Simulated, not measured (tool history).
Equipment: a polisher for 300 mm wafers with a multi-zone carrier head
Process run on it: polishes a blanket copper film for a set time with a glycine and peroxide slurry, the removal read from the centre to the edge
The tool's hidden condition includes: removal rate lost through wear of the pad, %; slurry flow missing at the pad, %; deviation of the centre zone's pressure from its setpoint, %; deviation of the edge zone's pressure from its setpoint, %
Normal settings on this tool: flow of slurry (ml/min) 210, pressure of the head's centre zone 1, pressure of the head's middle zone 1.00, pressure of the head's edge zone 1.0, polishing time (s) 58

run   hour  flow of slurry (ml/min)  pressure of the head's centre zone  pressure of the head's middle zone  pressure of the head's edge zone  polishing time (s)  wafers since the last listed run  wafers polished on this pad  hours since the slurry nozzle was cleaned  hours since the centre zone pressure was calibrated  hours since the edge zone pressure was calibrated  hours since the carrier head's membrane was replaced  incoming thickness of the incoming film, nm  film removed at the wafer's centre (nm)  film removed at mid-radius (nm)  film removed at the wafer's edge (nm)
  1    0.0                      210                                   1                                1.00                               1.0                  58                                 0                          979                                      507.5                                                265.0                                             1002.7                                                 384.4                                       1410.8                                    266.5                            255.9                                  256.3
  2    6.8                      210                                   1                                1.00                               1.0                  58                                72                         1051                                      514.3                                                271.8                                             1009.5                                                 391.2                                       1429.6                                    258.8                            254.1                                  254.8
  3   19.6                      210                                   1                                1.00                               1.0                  58                               135                         1187                                      527.1                                                284.6                                             1022.3                                                 404.0                                       1424.8                                    255.9                            255.2                                  256.0
      28.1  -- worn pad replaced by a new one
  4   28.6                      175                                   1                                1.00                               1.0                  58                                53                            4                                      536.1                                                293.6                                             1031.3                                                 413.0                                       1397.7                                    287.6                            286.0                                  285.5
  5   37.4                      210                                   1                                1.00                               1.0                  58                                93                           98                                      544.9                                                302.4                                             1040.1                                                 421.8                                       1419.5                                    282.3                            282.5                                  276.1
  6   50.6                      210                                   1                                1.00                               1.0                  58                               140                          238                                      558.1                                                315.6                                             1053.3                                                 435.0                                       1415.5                                    278.2                            274.1                                  269.7
  7   56.6                      210                                   1                                1.00                               1.0                  58                                63                          301                                      564.1                                                321.6                                             1059.3                                                 441.0                                       1397.1                                    276.5                            269.3                                  267.2
  8   71.8                      210                                   1                                1.00                               1.0                  58                               161                          463                                      579.3                                                336.8                                             1074.5                                                 456.2                                       1414.8                                    262.2                            265.1                                  265.7
  9   86.6                      210                                   1                                1.00                               1.0                  58                               157                          620                                      594.1                                                351.6                                             1089.3                                                 471.0                                       1420.8                                    256.7                            263.3                                  258.2
     116.2  -- carrier head's membrane replaced by a new one
     134.6  -- worn pad replaced by a new one
 10  136.4                      210                                   1                                1.00                               1.0                  58                               433                           18                                      643.9                                                401.4                                             1139.1                                                  20.2                                       1404.3                                    290.4                            289.6                                  282.8
     143.9  -- slurry nozzle cleaned
 11  147.1                      210                                   1                                1.00                               1.0                  58                               102                          121                                        3.2                                                412.1                                             1149.8                                                  30.9                                       1423.5                                    278.7                            278.6                                  282.0

Run 12 has not been measured yet. What should we expect?
 12  158.3                      250                                   1                                0.97                               0.9                  58                               118                          240                                       14.4                                                423.3                                             1161.0                                                  42.1                                       1397.3                                        ?                                ?                                      ?

film removed at the wafer's centre (nm): 283.2
film removed at mid-radius (nm): 273.2
film removed at the wafer's edge (nm): 264.4
Minus the tool's unlogged condition, the same run would have read film removed at the wafer's centre (nm) 302.6, film removed at mid-radius (nm) 291.9, film removed at the wafer's edge (nm) 282.5.
